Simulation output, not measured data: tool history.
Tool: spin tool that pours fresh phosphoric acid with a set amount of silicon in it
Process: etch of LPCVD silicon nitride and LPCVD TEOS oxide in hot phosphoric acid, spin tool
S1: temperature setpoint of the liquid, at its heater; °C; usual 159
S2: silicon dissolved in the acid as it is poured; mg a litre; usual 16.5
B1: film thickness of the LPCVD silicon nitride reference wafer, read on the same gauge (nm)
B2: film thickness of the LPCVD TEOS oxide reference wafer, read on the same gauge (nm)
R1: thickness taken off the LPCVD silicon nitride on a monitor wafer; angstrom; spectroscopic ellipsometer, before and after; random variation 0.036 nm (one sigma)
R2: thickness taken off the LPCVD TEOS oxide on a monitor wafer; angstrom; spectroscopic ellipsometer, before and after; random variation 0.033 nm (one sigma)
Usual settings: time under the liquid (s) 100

{"run": 1, "hour": 0.0, "S1": 159.5, "S2": 16.5, "time under the liquid (s)": 100, "B1": 59.97, "B2": 39.986, "R1": 81.2, "R2": 4.76}
{"run": 2, "hour": 13.9, "S1": 159, "S2": 16.5, "time under the liquid (s)": 100, "B1": 59.97, "B2": 40.029, "R1": 79.7, "R2": 3.92}
{"run": 3, "hour": 22.6, "S1": 159, "S2": 16.5, "time under the liquid (s)": 100, "B1": 60.01, "B2": 39.982, "R1": 79.7, "R2": 3.71}
{"run": 4, "hour": 31.5, "S1": 161.5, "S2": 28, "time under the liquid (s)": 100, "B1": 60, "B2": 39.966, "R1": 87.6, "R2": 3.76}
{"run": 5, "hour": 41.4, "S1": 158, "S2": 9, "time under the liquid (s)": 125, "B1": 59.99, "B2": 39.955, "R1": 96.8, "R2": 5.48}
{"run": 6, "hour": 49.0, "S1": 156.5, "S2": 16.5, "time under the liquid (s)": 100, "B1": 60.02, "B2": 40.025, "R1": 73.2, "R2": 3.56}
{"run": 7, "hour": 65.5, "S1": 159, "S2": 16.5, "time under the liquid (s)": 100, "B1": 60.03, "B2": 40.004, "R1": 79, "R2": 4.6}
{"run": 8, "hour": 82.4, "S1": 161, "S2": 16.5, "time under the liquid (s)": 100, "B1": 59.99, "B2": 39.978, "R1": 85.1, "R2": 4.55}
{"run": 9, "hour": 93.9, "S1": 159, "S2": 21.5, "time under the liquid (s)": 70, "B1": 60.02, "B2": 40.044, "R1": 55.5, "R2": 2.55}
{"run": 10, "hour": 106.0, "S1": 159, "S2": 16.5, "time under the liquid (s)": 45, "B1": 59.96, "B2": 40.007, "R1": 35.7, "R2": 1.78}
{"run": 11, "hour": 118.4, "S1": 159, "S2": 16.5, "time under the liquid (s)": 100, "B1": 60.02, "B2": 39.994, "R1": 79.7, "R2": 4.42}
{"run": 12, "hour": 130.4, "S1": 161.5, "S2": 24, "time under the liquid (s)": 40, "B1": 60.04, "B2": 39.937, "R1": 34.5, "R2": 1.63}
{"hour": 133.8, "done": "thermometer replaced"}
{"hour": 137.4, "done": "gauge calibrated"}
{"run": 13, "hour": 147.7, "S1": 159, "S2": 21.5, "time under the liquid (s)": 70, "B1": 60, "B2": 39.965, "R1": 55.7, "R2": 2.58}
{"run": 14, "hour": 154.7, "S1": 159, "S2": 10.5, "time under the liquid (s)": 145, "B1": 59.95, "B2": 39.955, "R1": 115.1, "R2": 7.23}
{"run": 15, "hour": 169.8, "S1": 160.5, "S2": 25, "time under the liquid (s)": 100, "B1": 59.98, "B2": 40.018, "R1": 83.7, "R2": 4.07}
{"hour": 178.8, "done": "dissolved silicon flow meter replaced"}
{"run": 16, "hour": 187.1, "S1": 159, "S2": 16.5, "time under the liquid (s)": 100, "B1": 59.99, "B2": 39.969, "R1": 78.9, "R2": 3.88}
{"run": 17, "hour": 197.8, "S1": 158, "S2": 6.5, "time under the liquid (s)": 100, "B1": 60.02, "B2": 39.99, "R1": 76.3, "R2": 4.36}
{"run": 18, "hour": 226.9, "S1": 161, "S2": 22, "time under the liquid (s)": 55, "B1": 60.01, "B2": 39.992, "R1": 46.6, "R2": 2.34}
{"run": 19, "hour": 233.5, "S1": 160.5, "S2": 16.5, "time under the liquid (s)": 100, "B1": 60.01, "B2": 39.99, "R1": 82.5, "R2": 4.28}
{"run": 20, "hour": 247.2, "S1": 161.5, "S2": 7.5, "time under the liquid (s)": 115, "B1": 59.99, "B2": 39.968, "R1": 99.1, "R2": 7.48}
{"run": 21, "hour": 255.1, "S1": 161, "S2": 11, "time under the liquid (s)": 100, "B1": 60, "B2": 40.005, "R1": 84.8, "R2": 5.91}
{"run": 22, "hour": 265.7, "S1": 157.5, "S2": 12.5, "time under the liquid (s)": 40, "B1": 59.99, "B2": 39.979, "R1": 30.2, "R2": 1.79}
{"run": 23, "hour": 277.2, "S1": 157.5, "S2": 21, "time under the liquid (s)": 65, "B1": 59.98, "B2": 40.028, "R1": 48.7, "R2": 2.12}

Forecast each of these 3 alternatives for the next run:
{"run": "A", "hour": 277.6, "S1": 159, "S2": 16.5, "time under the liquid (s)": 80, "B1": "?", "B2": "?", "R1": "?", "R2": "?"}
{"run": "B", "hour": 277.6, "S1": 157, "S2": 22, "time under the liquid (s)": 100, "B1": "?", "B2": "?", "R1": "?", "R2": "?"}
{"run": "C", "hour": 277.6, "S1": 160, "S2": 25.5, "time under the liquid (s)": 55, "B1": "?", "B2": "?", "R1": "?", "R2": "?"}

run=A B1=59.98 B2=40.015 R1=63.1 R2=3.58
run=B B1=59.98 B2=40.015 R1=73.7 R2=3.3
run=C B1=59.98 B2=40.015 R1=44.9 R2=2.03
Without the tool's hidden state the same runs would have given:
run=A R1=64.1 R2=3.71
run=B R1=74.9 R2=3.42
run=C R1=45.6 R2=2.1
